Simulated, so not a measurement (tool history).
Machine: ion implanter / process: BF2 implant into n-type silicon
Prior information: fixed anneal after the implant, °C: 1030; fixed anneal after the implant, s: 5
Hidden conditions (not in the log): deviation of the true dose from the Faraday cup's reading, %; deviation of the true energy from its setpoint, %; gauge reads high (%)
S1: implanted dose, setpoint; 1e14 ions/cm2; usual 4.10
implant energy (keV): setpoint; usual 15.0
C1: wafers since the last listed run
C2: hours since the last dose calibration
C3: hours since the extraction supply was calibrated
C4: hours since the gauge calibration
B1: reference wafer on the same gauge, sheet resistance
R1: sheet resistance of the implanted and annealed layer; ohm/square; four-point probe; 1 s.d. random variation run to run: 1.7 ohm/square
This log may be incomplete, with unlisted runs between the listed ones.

Run 1, hour 0.0: usual settings; C1 0; C2 425.6; C3 3908.2; C4 143.8; B1 350.67. Result: R1 335.47 ohm/square.
Run 2, hour 84.5: usual settings; C1 1625; C2 510.1; C3 3992.7; C4 228.3; B1 350.64. Result: R1 338.33 ohm/square.
Run 3, hour 189.0: usual settings; C1 2010; C2 614.6; C3 4097.2; C4 332.8; B1 351.45. Result: R1 338.14 ohm/square.
Run 4, hour 237.6: usual settings; C1 934; C2 663.2; C3 4145.8; C4 381.4; B1 351.68. Result: R1 337.70 ohm/square.
Run 5, hour 301.7: usual settings; C1 1232; C2 727.3; C3 4209.9; C4 445.5; B1 352.18. Result: R1 339.62 ohm/square.
Run 6, hour 388.0: usual settings; C1 1659; C2 813.6; C3 4296.2; C4 531.8; B1 352.58. Result: R1 345.27 ohm/square.
Run 7, hour 461.6: usual settings but S1 3.35 1e14 ions/cm2, implant energy (keV) 17.0; C1 1415; C2 887.2; C3 4369.8; C4 605.4; B1 353.62. Result: R1 383.10 ohm/square.
Run 8, hour 553.2: usual settings but implant energy (keV) 11.0; C1 1761; C2 978.8; C3 4461.4; C4 697.0; B1 353.78. Result: R1 373.62 ohm/square.
Run 9, hour 858.9: usual settings but implant energy (keV) 11.0; C1 5880; C2 1284.5; C3 4767.1; C4 1002.7; B1 358.58. Result: R1 379.30 ohm/square.
At hour 892.1: Faraday cup replaced and dose calibrated.
Run 10, hour 942.9: usual settings; C1 1461; C2 50.8; C3 4851.1; C4 1086.7; B1 360.50. Result: R1 349.30 ohm/square.
Run 11, hour 1031.2: usual settings but S1 4.98 1e14 ions/cm2, implant energy (keV) 20.0; C1 1698; C2 139.1; C3 4939.4; C4 1175.0; B1 362.10. Result: R1 288.82 ohm/square.
At hour 1117.2: extraction supply calibrated.
At hour 1179.6: gauge calibrated.
Run 12, hour 1288.8: usual settings but implant energy (keV) 18.5; C1 4801; C2 396.7; C3 171.6; C4 109.2; B1 349.84. Result: R1 323.14 ohm/square.
Run 13, hour 1344.8: usual settings but S1 5.13 1e14 ions/cm2, implant energy (keV) 19.5; C1 1077; C2 452.7; C3 227.6; C4 165.2; B1 349.75. Result: R1 272.77 ohm/square.
Run 14, hour 1416.2: usual settings but S1 4.71 1e14 ions/cm2, implant energy (keV) 11.0; C1 1373; C2 524.1; C3 299.0; C4 236.6; B1 350.31. Result: R1 340.26 ohm/square.
Run 15, hour 1470.0: usual settings; C1 1034; C2 577.9; C3 352.8; C4 290.4; B1 350.60. Result: R1 337.25 ohm/square.
Run 16, hour 1527.3: usual settings but S1 4.76 1e14 ions/cm2; C1 1102; C2 635.2; C3 410.1; C4 347.7; B1 349.89. Result: R1 306.68 ohm/square.
Run 17, hour 1588.0: usual settings but S1 4.69 1e14 ions/cm2, implant energy (keV) 11.5; C1 1167; C2 695.9; C3 470.8; C4 408.4; B1 350.82. Result: R1 340.08 ohm/square.
Run 18, hour 1694.2: usual settings but S1 3.51 1e14 ions/cm2; C1 2042; C2 802.1; C3 577.0; C4 514.6; B1 351.21. Result: R1 378.44 ohm/square.
Run 19, hour 1734.8: usual settings but S1 3.50 1e14 ions/cm2, implant energy (keV) 13.5; C1 780; C2 842.7; C3 617.6; C4 555.2; B1 351.95. Result: R1 385.87 ohm/square.

How the hidden state differs across the entries between the runs, from the last listed run before each to the first after it:
After run 9, before run 10: Faraday cup replaced and dose calibrated (hour 892.1)
  gauge reads high (%): 2.55 -> 2.99
  measured result minus the result with no hidden state, R1: +9.41 -> +10.13 ohm/square
After run 11, before run 12: extraction supply calibrated (hour 1117.2); gauge calibrated (hour 1179.6)
  gauge reads high (%): 3.49 -> -0.0823
  measured result minus the result with no hidden state, R1: +9.74 -> -0.27 ohm/square
